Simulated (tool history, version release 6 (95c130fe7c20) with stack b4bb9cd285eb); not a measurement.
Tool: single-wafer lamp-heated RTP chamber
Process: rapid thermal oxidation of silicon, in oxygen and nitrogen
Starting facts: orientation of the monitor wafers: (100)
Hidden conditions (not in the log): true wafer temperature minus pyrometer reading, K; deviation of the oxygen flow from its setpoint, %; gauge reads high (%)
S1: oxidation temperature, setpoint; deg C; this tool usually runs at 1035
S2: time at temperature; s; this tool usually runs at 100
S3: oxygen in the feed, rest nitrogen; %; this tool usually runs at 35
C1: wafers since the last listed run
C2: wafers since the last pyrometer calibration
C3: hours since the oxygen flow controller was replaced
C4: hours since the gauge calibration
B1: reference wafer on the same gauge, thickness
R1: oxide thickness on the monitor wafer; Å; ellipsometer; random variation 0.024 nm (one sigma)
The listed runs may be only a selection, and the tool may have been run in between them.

run,hour,S1,S2,S3,C1,C2,C3,C4,B1,R1
1,0,1058,100,17,0,424,4317.6,597.7,6.487,62.39
2,44.9,1035,127,35,400,825,4362.5,642.6,6.49,76.37
3,84.3,1035,127,35,351,1176,4401.9,682,6.491,76.5
4,109.3,1013,100,35,222,1399,4426.9,707,6.49,58.88
5,176.3,1035,65,35,597,1997,4493.9,774,6.491,57.2
6,240.8,1035,100,35,575,2572,4558.4,838.5,6.49,69.63
7,307.2,1035,100,35,592,3164,4624.8,904.9,6.493,69.39
8,356.4,1035,76,35,438,3603,4674,954.1,6.485,62.02
9,427.3,1057,100,56,632,4235,4744.9,1025,6.487,96.26
10,462.9,1016,75,48,317,4552,4780.5,1060.6,6.492,60.1
# hour 482.7: pyrometer window cleaned and pyrometer calibrated
11,533.7,1017,68,17,560,454,4851.3,1131.4,6.488,40.88
12,605.3,1035,100,35,638,1093,4922.9,1203,6.488,68.84
13,654.5,1035,78,35,438,1532,4972.1,1252.2,6.49,62.1
# hour 679.8: gauge calibrated
14,775.1,1035,100,35,1075,2607,5092.7,95.3,6.487,69.56
15,799.8,1035,139,17,220,2827,5117.4,120,6.489,62.6
16,846.6,1023,117,35,417,3245,5164.2,166.8,6.493,68.61
# hour 860: oxygen flow controller replaced
17,916.1,1046,100,25,548,3793,56.1,236.3,6.49,66.96
18,978.5,1035,100,35,556,4350,118.5,298.7,6.492,70.1
# hour 1086.8: pyrometer window cleaned and pyrometer calibrated
19,1116,1026,139,17,1154,260,256,436.2,6.493,58.66

Take each entry between the runs: how does the hidden state at the last listed run before it differ from the hidden state at the first listed run after it?
Run 10 -> run 11: pyrometer window cleaned and pyrometer calibrated (hour 482.7)
  true wafer temperature minus pyrometer reading, K: 2.53 -> 0.257
  the result without the hidden state subtracted from the measured one, R1: +1.06 -> +0.06 Å
Run 13 -> run 14: gauge calibrated (hour 679.8)
  true wafer temperature minus pyrometer reading, K: 0.516 -> 1.06
  the result without the hidden state subtracted from the measured one, R1: +0.22 -> +0.51 Å
Run 16 -> run 17: oxygen flow controller replaced (hour 860)
  true wafer temperature minus pyrometer reading, K: 1.51 -> 2.05
  the result without the hidden state subtracted from the measured one, R1: +0.72 -> +0.91 Å
Run 18 -> run 19: pyrometer window cleaned and pyrometer calibrated (hour 1086.8)
  true wafer temperature minus pyrometer reading, K: 2.61 -> 0.293
  the result without the hidden state subtracted from the measured one, R1: +1.25 -> +0.12 Å
